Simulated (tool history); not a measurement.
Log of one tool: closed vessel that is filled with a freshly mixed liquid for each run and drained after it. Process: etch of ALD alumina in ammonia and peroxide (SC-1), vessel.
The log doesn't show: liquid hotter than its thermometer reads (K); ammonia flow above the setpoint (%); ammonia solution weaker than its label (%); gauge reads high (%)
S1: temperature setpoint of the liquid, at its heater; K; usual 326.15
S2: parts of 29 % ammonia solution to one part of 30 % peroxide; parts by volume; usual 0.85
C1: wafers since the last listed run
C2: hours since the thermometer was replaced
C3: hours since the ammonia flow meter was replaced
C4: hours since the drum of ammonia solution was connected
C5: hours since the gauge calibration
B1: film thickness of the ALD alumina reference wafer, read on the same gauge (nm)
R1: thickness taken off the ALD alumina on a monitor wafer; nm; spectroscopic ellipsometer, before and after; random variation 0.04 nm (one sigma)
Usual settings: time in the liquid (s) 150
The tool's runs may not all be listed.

Run 1, hour 0.0: usual settings but time in the liquid (s) 80; C1 0; C2 299.6; C3 491.1; C4 353.1; C5 1678.5; B1 79.96. Result: R1 5.20 nm.
Run 2, hour 40.7: usual settings but S2 0.75 parts by volume, time in the liquid (s) 125; C1 2739; C2 340.3; C3 531.8; C4 393.8; C5 1719.2; B1 80.03. Result: R1 8.07 nm.
Run 3, hour 83.8: usual settings but S2 0.75 parts by volume, time in the liquid (s) 125; C1 2901; C2 383.4; C3 574.9; C4 436.9; C5 1762.3; B1 80.00. Result: R1 8.12 nm.
Run 4, hour 185.0: usual settings; C1 6811; C2 484.6; C3 676.1; C4 538.1; C5 1863.5; B1 80.01. Result: R1 9.95 nm.
At hour 200.8: ammonia flow meter replaced.
Run 5, hour 287.8: usual settings; C1 6852; C2 587.4; C3 87.0; C4 640.9; C5 1966.3; B1 80.02. Result: R1 10.06 nm.
Run 6, hour 368.9: usual settings but S1 329.15 K; C1 5458; C2 668.5; C3 168.1; C4 722.0; C5 2047.4; B1 80.01. Result: R1 11.85 nm.
At hour 399.2: thermometer replaced.
Run 7, hour 429.1: usual settings but S1 329.15 K; C1 3984; C2 29.9; C3 228.3; C4 782.2; C5 2107.6; B1 79.95. Result: R1 11.35 nm.
Run 8, hour 470.6: usual settings but S1 329.15 K; C1 2793; C2 71.4; C3 269.8; C4 823.7; C5 2149.1; B1 79.94. Result: R1 11.38 nm.
Run 9, hour 562.4: usual settings but S1 319.65 K, S2 1.05 parts by volume, time in the liquid (s) 85; C1 6179; C2 163.2; C3 361.6; C4 915.5; C5 2240.9; B1 80.01. Result: R1 3.97 nm.
Run 10, hour 611.1: usual settings but S1 329.15 K; C1 3277; C2 211.9; C3 410.3; C4 964.2; C5 2289.6; B1 79.98. Result: R1 11.49 nm.
Run 11, hour 698.1: usual settings but S2 0.50 parts by volume, time in the liquid (s) 210; C1 5855; C2 298.9; C3 497.3; C4 1051.2; C5 2376.6; B1 79.97. Result: R1 13.17 nm.
At hour 724.7: new drum of ammonia solution connected.
Run 12, hour 757.0: usual settings but S1 318.15 K; C1 3897; C2 357.8; C3 556.2; C4 32.3; C5 2435.5; B1 80.01. Result: R1 6.35 nm.
Run 13, hour 843.1: usual settings but S1 318.15 K, S2 1.15 parts by volume, time in the liquid (s) 230; C1 5795; C2 443.9; C3 642.3; C4 118.4; C5 2521.6; B1 80.00. Result: R1 9.99 nm.
Run 14, hour 894.4: usual settings; C1 3452; C2 495.2; C3 693.6; C4 169.7; C5 2572.9; B1 79.97. Result: R1 10.01 nm.
At hour 913.4: ammonia flow meter replaced.
Run 15, hour 987.0: usual settings; C1 6165; C2 587.8; C3 73.6; C4 262.3; C5 2665.5; B1 79.99. Result: R1 10.02 nm.
Run 16, hour 1045.0: usual settings but S1 316.15 K, S2 0.55 parts by volume, time in the liquid (s) 210; C1 3903; C2 645.8; C3 131.6; C4 320.3; C5 2723.5; B1 79.97. Result: R1 7.76 nm.
Run 17, hour 1124.9: usual settings; C1 5378; C2 725.7; C3 211.5; C4 400.2; C5 2803.4; B1 80.00. Result: R1 10.06 nm.
At hour 1141.9: thermometer replaced.
Run 18, hour 1178.5: usual settings but S2 1.20 parts by volume, time in the liquid (s) 75; C1 3540; C2 36.6; C3 265.1; C4 453.8; C5 2857.0; B1 80.03. Result: R1 4.97 nm.
At hour 1274.8: gauge calibrated.
Run 19, hour 1275.2: usual settings but S1 321.65 K, S2 0.75 parts by volume, time in the liquid (s) 85; C1 6508; C2 133.3; C3 361.8; C4 550.5; C5 0.4; B1 79.99. Result: R1 4.26 nm.
Run 20, hour 1380.2: usual settings; C1 7067; C2 238.3; C3 466.8; C4 655.5; C5 105.4; B1 80.00. Result: R1 9.72 nm.
Run 21, hour 1446.4: usual settings; C1 4455; C2 304.5; C3 533.0; C4 721.7; C5 171.6; B1 79.97. Result: R1 9.76 nm.
Run 22, hour 1554.2: usual settings but S1 333.65 K, time in the liquid (s) 180; C1 7256; C2 412.3; C3 640.8; C4 829.5; C5 279.4; B1 79.97. Result: R1 17.47 nm.
At hour 1621.9: ammonia flow meter replaced.
Run 23, hour 1642.6: usual settings but S1 329.65 K, S2 0.55 parts by volume, time in the liquid (s) 230; C1 5882; C2 500.7; C3 20.7; C4 917.9; C5 367.8; B1 79.98. Result: R1 17.50 nm.
At hour 1660.3: new drum of ammonia solution connected.
Run 24, hour 1745.4: usual settings but S2 1.15 parts by volume; C1 6852; C2 603.5; C3 123.5; C4 85.1; C5 470.6; B1 79.97. Result: R1 10.31 nm.
Run 25, hour 1827.5: usual settings but S1 317.15 K, S2 0.60 parts by volume, time in the liquid (s) 215; C1 5526; C2 685.6; C3 205.6; C4 167.2; C5 552.7; B1 79.96. Result: R1 8.48 nm.
At hour 1880.6: thermometer replaced.
Run 26, hour 1924.1: usual settings; C1 6434; C2 43.5; C3 302.2; C4 263.8; C5 649.3; B1 80.00. Result: R1 9.66 nm.
Run 27, hour 1990.3: usual settings but S2 1.05 parts by volume, time in the liquid (s) 225; C1 4455; C2 109.7; C3 368.4; C4 330.0; C5 715.5; B1 79.93. Result: R1 14.92 nm.
Run 28, hour 2287.4: usual settings but S1 320.15 K, S2 1.15 parts by volume, time in the liquid (s) 175; C1 19997; C2 406.8; C3 665.5; C4 627.1; C5 1012.6; B1 80.00. Result: R1 8.57 nm.
Run 29, hour 2370.4: usual settings but S1 317.65 K, S2 0.95 parts by volume, time in the liquid (s) 110; C1 5586; C2 489.8; C3 748.5; C4 710.1; C5 1095.6; B1 79.98. Result: R1 4.60 nm.

Forecast each of these 4 alternatives for the next run:
Run A, hour 2371.1: usual settings but time in the liquid (s) 205; C1 47; C2 490.5; C3 749.2; C4 710.8; C5 1096.3; B1 ?. Result: R1 ?.
Run B, hour 2371.1: usual settings but S2 0.50 parts by volume, time in the liquid (s) 65; C1 47; C2 490.5; C3 749.2; C4 710.8; C5 1096.3; B1 ?. Result: R1 ?.
Run C, hour 2371.1: usual settings but S1 336.15 K, S2 1.10 parts by volume, time in the liquid (s) 95; C1 47; C2 490.5; C3 749.2; C4 710.8; C5 1096.3; B1 ?. Result: R1 ?.
Run D, hour 2371.1: usual settings but S1 321.15 K, S2 1.10 parts by volume, time in the liquid (s) 225; C1 47; C2 490.5; C3 749.2; C4 710.8; C5 1096.3; B1 ?. Result: R1 ?.

run     B1     R1
  A  79.95  13.62
  B  79.95   4.11
  C  79.95  10.86
  D  79.95  11.66
Without the tool's hidden state the same runs would have given:
run     R1
  A  13.18
  B   3.97
  C  10.54
  D  11.28

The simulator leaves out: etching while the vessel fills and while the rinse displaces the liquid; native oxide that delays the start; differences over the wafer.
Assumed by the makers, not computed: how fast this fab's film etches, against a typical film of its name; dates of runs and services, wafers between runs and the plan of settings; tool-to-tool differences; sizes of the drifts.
